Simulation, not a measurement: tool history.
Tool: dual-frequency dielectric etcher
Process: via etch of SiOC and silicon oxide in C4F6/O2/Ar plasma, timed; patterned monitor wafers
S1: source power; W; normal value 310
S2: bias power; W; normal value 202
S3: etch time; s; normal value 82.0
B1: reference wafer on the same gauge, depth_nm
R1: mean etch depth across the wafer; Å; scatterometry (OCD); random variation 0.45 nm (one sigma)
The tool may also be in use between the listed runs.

Run 1, hour 0.0: usual settings; B1 97.4. Result: R1 977 Å.
Run 2, hour 56.3: usual settings; B1 97.6. Result: R1 972 Å.
Run 3, hour 94.9: usual settings; B1 97.4. Result: R1 978 Å.
Run 4, hour 147.8: usual settings; B1 97.6. Result: R1 974 Å.
Run 5, hour 193.4: usual settings; B1 97.3. Result: R1 978 Å.
At hour 305.6: wet clean of the chamber.
Run 6, hour 306.1: usual settings; B1 97.5. Result: R1 973 Å.
At hour 338.9: source power generator calibrated.
Run 7, hour 343.4: usual settings but S1 340 W, S2 236 W, S3 65.0 s; B1 97.3. Result: R1 840 Å.
At hour 382.0: upper electrode replaced.
Run 8, hour 403.1: usual settings; B1 97.2. Result: R1 952 Å.
Run 9, hour 450.9: usual settings; B1 97.6. Result: R1 954 Å.
Run 10, hour 516.9: usual settings but S1 380 W, S3 100.5 s; B1 97.3. Result: R1 1311 Å.
At hour 573.2: bias power generator calibrated.
Run 11, hour 607.8: usual settings but S2 163 W, S3 64.0 s; B1 97.5. Result: R1 696 Å.
At hour 660.4: gauge calibrated.
Run 12, hour 715.2: usual settings; B1 97.5. Result: R1 959 Å.
Run 13, hour 783.4: usual settings but S1 370 W, S2 235 W; B1 97.4. Result: R1 1111 Å.
At hour 864.7: wet clean of the chamber.
Run 14, hour 878.1: usual settings but S2 175 W, S3 62.0 s; B1 97.3. Result: R1 690 Å.
Run 15, hour 916.2: usual settings but S2 233 W, S3 97.5 s; B1 97.2. Result: R1 1207 Å.
Run 16, hour 965.4: usual settings but S1 360 W; B1 97.5. Result: R1 1056 Å.
Run 17, hour 1038.7: usual settings; B1 97.7. Result: R1 959 Å.
Run 18, hour 1145.0: usual settings but S3 58.5 s; B1 97.5. Result: R1 686 Å.
Run 19, hour 1214.7: usual settings but S1 370 W, S2 165 W; B1 97.4. Result: R1 1001 Å.
Run 20, hour 1283.2: usual settings; B1 97.4. Result: R1 966 Å.
Run 21, hour 1348.4: usual settings; B1 97.6. Result: R1 970 Å.
Run 22, hour 1419.8: usual settings but S1 240 W, S2 223 W, S3 105.0 s; B1 97.4. Result: R1 1078 Å.
At hour 1484.4: wet clean of the chamber.
Run 23, hour 1484.9: usual settings but S2 217 W, S3 67.0 s; B1 97.5. Result: R1 806 Å.
Run 24, hour 1551.3: usual settings; B1 97.2. Result: R1 973 Å.
Run 25, hour 1598.9: usual settings but S1 230 W, S2 155 W; B1 97.3. Result: R1 726 Å.
Run 26, hour 1674.4: usual settings but S2 241 W, S3 71.5 s; B1 97.3. Result: R1 894 Å.
Run 27, hour 1725.2: usual settings but S1 270 W, S3 60.0 s; B1 97.3. Result: R1 649 Å.
Run 28, hour 1813.2: usual settings but S1 280 W, S2 244 W, S3 64.5 s; B1 97.2. Result: R1 764 Å.
At hour 2026.9: wet clean of the chamber.
Run 29, hour 2027.4: usual settings but S1 280 W, S2 177 W, S3 60.5 s; B1 97.2. Result: R1 643 Å.

Here are 5 independent what-if runs from the current tool condition. What would each one return?
Run A, hour 2027.8: usual settings but S3 61.5 s; B1 ?. Result: R1 ?.
Run B, hour 2027.8: usual settings but S1 350 W, S2 240 W; B1 ?. Result: R1 ?.
Run C, hour 2027.8: usual settings but S1 250 W, S2 154 W, S3 67.0 s; B1 ?. Result: R1 ?.
Run D, hour 2027.8: usual settings but S2 246 W; B1 ?. Result: R1 ?.
Run E, hour 2027.8: usual settings but S2 189 W, S3 89.5 s; B1 ?. Result: R1 ?.

run    B1    R1
  A  97.4   734
  B  97.4  1114
  C  97.4   635
  D  97.4  1046
  E  97.4  1045
The same runs, with their run-to-run variation unchanged, on a tool lacking any hidden condition would have given:
run    R1
  A   719
  B  1091
  C   621
  D  1025
  E  1023
